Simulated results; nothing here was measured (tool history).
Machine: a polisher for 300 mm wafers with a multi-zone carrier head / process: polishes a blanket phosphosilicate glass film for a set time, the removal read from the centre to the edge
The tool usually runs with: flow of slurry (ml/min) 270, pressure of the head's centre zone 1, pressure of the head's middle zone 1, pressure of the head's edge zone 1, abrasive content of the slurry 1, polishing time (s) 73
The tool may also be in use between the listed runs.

| run | hour | flow of slurry (ml/min) | pressure of the head's centre zone | pressure of the head's middle zone | pressure of the head's edge zone | abrasive content of the slurry | polishing time (s) | incoming thickness of the incoming film, nm | film removed at the wafer's centre (Å) | film removed at mid-radius (Å) | film removed at the wafer's edge (Å) |
|---|---|---|---|---|---|---|---|---|---|---|---|
| 1 | 0 | 270 | 1 | 1 | 1.06 | 0.9 | 73 | 4860.6 | 4472 | 4532 | 4639 |
|  | 8 | worn pad replaced by a new one |
| 2 | 17.8 | 335 | 1 | 1.06 | 1 | 1 | 73 | 4819.2 | 5071 | 5447 | 5161 |
| 3 | 45.5 | 270 | 0.96 | 1 | 1 | 1.1 | 73 | 4755.1 | 5030 | 5394 | 5311 |
|  | 109.8 | carrier head's membrane replaced by a new one |
| 4 | 136.1 | 270 | 0.96 | 1 | 1 | 1.1 | 73 | 4724.3 | 4929 | 5289 | 5160 |
| 5 | 161.7 | 325 | 1 | 1 | 1.04 | 1 | 73 | 4766.4 | 4896 | 5006 | 4991 |
| 6 | 177.7 | 270 | 1 | 1 | 1 | 1.1 | 50 | 4723.8 | 3494 | 3615 | 3490 |
|  | 186.7 | worn pad replaced by a new one |
| 7 | 208.8 | 270 | 1 | 0.91 | 1 | 1 | 91 | 4775.5 | 6134 | 5795 | 6191 |
|  | 223.4 | centre zone pressure recalibrated |
| 8 | 235.3 | 270 | 1 | 1 | 1 | 1 | 73 | 4835.6 | 4903 | 5041 | 4961 |
|  | 264.3 | slurry nozzle cleaned |
|  | 267.8 | edge zone pressure recalibrated |
| 9 | 269.2 | 270 | 1 | 1 | 1 | 1.15 | 73 | 4779.7 | 5273 | 5454 | 5297 |
| 10 | 294.3 | 270 | 1 | 1 | 1 | 1 | 73 | 4825 | 4873 | 4940 | 4964 |
| 11 | 325.6 | 270 | 0.95 | 1 | 1 | 1 | 73 | 4830.1 | 4541 | 4979 | 4811 |
| 12 | 343.7 | 270 | 1 | 1 | 1 | 1 | 57 | 4819.2 | 3712 | 3837 | 3828 |
|  | 373.7 | worn pad replaced by a new one |
| 13 | 374.5 | 270 | 1 | 1 | 1 | 1 | 73 | 4717.8 | 4903 | 5113 | 5074 |
| 14 | 398.2 | 270 | 1 | 1 | 1 | 1 | 73 | 4857.8 | 4968 | 5055 | 5059 |
| 15 | 423.8 | 270 | 1 | 1 | 0.9 | 1.15 | 59 | 4870.5 | 4332 | 4425 | 4166 |
| 16 | 459.9 | 325 | 1 | 1 | 1 | 1.2 | 73 | 4835.9 | 5605 | 5669 | 5403 |
| 17 | 478.6 | 270 | 1 | 1 | 1.12 | 0.8 | 73 | 4758.9 | 4052 | 4181 | 4400 |
| 18 | 496.7 | 210 | 1 | 0.95 | 1.07 | 1 | 73 | 4833.9 | 4588 | 4550 | 4983 |
| 19 | 518.6 | 270 | 1 | 1 | 1 | 1 | 73 | 4690.2 | 4822 | 4984 | 4906 |
|  | 549.6 | worn pad replaced by a new one |
| 20 | 550.1 | 270 | 1 | 0.9 | 1 | 1.2 | 73 | 4833.8 | 5514 | 5228 | 5570 |

What will run 21 give?
| 21 | 574.9 | 270 | 1.09 | 1 | 1 | 1 | 73 | 4781 | ? | ? | ? |

Run 21 produced film removed at the wafer's centre (Å) 5347, film removed at mid-radius (Å) 5128, film removed at the wafer's edge (Å) 5051.
On a tool with no hidden condition, and with the same random variation, this run would have come out at film removed at the wafer's centre (Å) 5380, film removed at mid-radius (Å) 5160, film removed at the wafer's edge (Å) 5082.

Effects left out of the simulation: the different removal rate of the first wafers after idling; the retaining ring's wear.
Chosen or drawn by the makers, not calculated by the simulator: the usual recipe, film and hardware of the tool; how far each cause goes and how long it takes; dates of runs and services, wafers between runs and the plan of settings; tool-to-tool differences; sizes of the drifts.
